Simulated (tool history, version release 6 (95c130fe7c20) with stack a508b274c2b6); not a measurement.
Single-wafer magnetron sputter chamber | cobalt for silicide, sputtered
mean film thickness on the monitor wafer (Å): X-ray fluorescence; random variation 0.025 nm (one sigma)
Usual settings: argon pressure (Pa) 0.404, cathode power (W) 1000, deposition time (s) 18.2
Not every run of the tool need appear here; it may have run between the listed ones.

| run | hour | argon pressure (Pa) | cathode power (W) | deposition time (s) | wafers since the last listed run | wafers on the sputter target | hours since the last manometer calibration | hours since the magnet pack was replaced | hours since the gauge calibration | read-back reference wafer on the same gauge, thickness_nm | mean film thickness on the monitor wafer (Å) |
|---|---|---|---|---|---|---|---|---|---|---|---|
| 1 | 0.0 | 0.404 | 1000 | 18.2 | 0 | 4263 | 3013.2 | 8937.3 | 11.7 | 8.131 | 90.81 |
| 2 | 27.1 | 0.404 | 1000 | 19.2 | 904 | 5167 | 3040.3 | 8964.4 | 38.8 | 8.131 | 95.48 |
| 3 | 38.6 | 0.404 | 1000 | 19.2 | 383 | 5551 | 3051.8 | 8975.9 | 50.3 | 8.135 | 95.36 |
| 4 | 47.6 | 0.404 | 1000 | 18.2 | 300 | 5851 | 3060.8 | 8984.9 | 59.3 | 8.127 | 90.00 |
| 5 | 61.6 | 0.404 | 1000 | 18.2 | 467 | 6318 | 3074.8 | 8998.9 | 73.3 | 8.122 | 90.41 |
|  | 71.5 | capacitance manometer re-zeroed and calibrated |
| 6 | 76.6 | 0.404 | 1000 | 18.2 | 233 | 6552 | 5.1 | 9013.9 | 88.3 | 8.126 | 90.41 |
| 7 | 90.4 | 0.404 | 1000 | 16.6 | 460 | 7012 | 18.9 | 9027.7 | 102.1 | 8.132 | 82.24 |
| 8 | 100.3 | 0.404 | 1100 | 17.2 | 330 | 7343 | 28.8 | 9037.6 | 112.0 | 8.127 | 90.76 |
|  | 118.1 | sputter target and shields replaced |
| 9 | 118.6 | 0.404 | 1000 | 18.2 | 343 | 17 | 47.1 | 9055.9 | 130.3 | 8.126 | 90.20 |
| 10 | 123.0 | 0.404 | 1000 | 18.2 | 146 | 164 | 51.5 | 9060.3 | 134.7 | 8.130 | 90.30 |
|  | 128.1 | gauge calibrated |
|  | 140.4 | magnet pack replaced |
| 11 | 140.9 | 0.340 | 850 | 14.7 | 330 | 494 | 69.4 | 0.5 | 12.8 | 8.132 | 67.57 |
| 12 | 141.2 | 0.487 | 900 | 18.2 | 10 | 504 | 69.7 | 0.8 | 13.1 | 8.133 | 82.27 |
| 13 | 155.3 | 0.491 | 850 | 18.2 | 470 | 975 | 83.8 | 14.9 | 27.2 | 8.129 | 79.29 |
| 14 | 168.5 | 0.404 | 1000 | 18.2 | 440 | 1415 | 97.0 | 28.1 | 40.4 | 8.128 | 89.83 |
| 15 | 183.3 | 0.463 | 1100 | 21.6 | 493 | 1909 | 111.8 | 42.9 | 55.2 | 8.130 | 111.90 |

Alternative continuations, all from the tool just after run 15; predict every row:
| A | 183.7 | 0.404 | 1200 | 18.2 | 13 | 1922 | 112.2 | 43.3 | 55.6 | ? | ? |
| B | 183.7 | 0.479 | 1200 | 15.7 | 13 | 1922 | 112.2 | 43.3 | 55.6 | ? | ? |
| C | 183.7 | 0.460 | 1200 | 18.2 | 13 | 1922 | 112.2 | 43.3 | 55.6 | ? | ? |

| run | read-back reference wafer on the same gauge, thickness_nm | mean film thickness on the monitor wafer (Å) |
|---|---|---|
| A | 8.130 | 101.83 |
| B | 8.130 | 85.65 |
| C | 8.130 | 99.93 |
What these runs would have given with no unlogged condition in the tool:
| run | mean film thickness on the monitor wafer (Å) |
|---|---|
| A | 101.83 |
| B | 85.65 |
| C | 99.93 |

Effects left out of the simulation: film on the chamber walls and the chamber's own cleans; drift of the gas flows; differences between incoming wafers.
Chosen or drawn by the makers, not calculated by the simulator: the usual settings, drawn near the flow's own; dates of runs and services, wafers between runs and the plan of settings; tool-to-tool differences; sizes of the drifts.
